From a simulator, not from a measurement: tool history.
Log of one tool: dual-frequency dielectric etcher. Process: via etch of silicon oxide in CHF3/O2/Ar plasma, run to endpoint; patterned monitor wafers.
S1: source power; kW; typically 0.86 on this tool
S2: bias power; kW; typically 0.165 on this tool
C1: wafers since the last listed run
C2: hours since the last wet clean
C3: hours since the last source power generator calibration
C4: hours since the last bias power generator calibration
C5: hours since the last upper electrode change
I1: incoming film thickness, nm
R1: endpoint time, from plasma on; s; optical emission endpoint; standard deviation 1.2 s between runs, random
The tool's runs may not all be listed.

run   hour    S1     S2   C1     C2      C3      C4      C5     I1     R1
  1      0  0.86  0.165    0   56.2  1060.7  2000.1  3954.9  402.1  172.3
  2    8.3  0.86  0.165   47   64.5    1069  2008.4  3963.2  397.7  166.8
  3   18.1  0.86   0.18   56   74.3  1078.8  2018.2    3973  400.3    165
  4   31.6  0.99  0.165   77   87.8  1092.3  2031.7  3986.5    403  163.8
  5   47.6  0.99  0.165   91  103.8  1108.3  2047.7  4002.5  398.4  159.3
  6   55.4  0.77  0.165   44  111.6  1116.1  2055.5  4010.3  398.3  173.9
  7   61.9  0.77  0.165   37  118.1  1122.6    2062  4016.8  396.1  173.8
  8   86.8  0.86  0.165  142    143  1147.5  2086.9  4041.7  396.3  167.7
  9   98.8  0.86  0.165   68    155  1159.5  2098.9  4053.7  398.4  166.3
 10  115.9  0.86  0.165   98  172.1  1176.6    2116  4070.8  397.6  165.3
 11  126.2  0.86  0.165   59  182.4  1186.9  2126.3  4081.1  399.9  164.8
 12  135.2  0.86  0.165   51  191.4  1195.9  2135.3  4090.1  402.5  167.7
 13  145.6  0.86  0.165   59  201.8  1206.3  2145.7  4100.5    400  166.6
 14  152.9  0.86  0.165   41  209.1  1213.6    2153  4107.8  403.6    166
     192.7  -- upper electrode replaced
 15  193.2  1.01  0.165   93  249.4  1253.9  2193.3     0.5  398.3  156.7
 16  193.6  0.74  0.176    2  249.8  1254.3  2193.7     0.9  397.3  170.8
 17  204.1  1.03  0.196   60  260.3  1264.8  2204.2    11.4  397.6  146.7
 18  219.9  1.06   0.19   90  276.1  1280.6    2220    27.2  397.5  147.5
 19  237.3  0.86  0.202   99  293.5    1298  2237.4    44.6  401.3  155.2
     251.3  -- bias power generator calibrated
 20  251.8  1.05  0.165   60    308  1312.5     0.5    59.1  401.9  153.9
 21  262.5  0.86  0.145   61  318.7  1323.2    11.2    69.8  399.7    169
 22  273.5  0.68  0.165   63  329.7  1334.2    22.2    80.8  401.2  177.9
 23  284.8  0.69  0.191   64    341  1345.5    33.5    92.1  402.1    170
 24  292.5  0.93  0.196   44  348.7  1353.2    41.2    99.8  395.9  150.7

For run 25, what comes out?
 25  324.4  1.01  0.144  182  380.6  1385.1  73.1  131.7  400.6   ?

R1: 157.9 s
Were there no unlogged condition in the tool, this run, its random variation unchanged, would have produced R1 166.7 s.
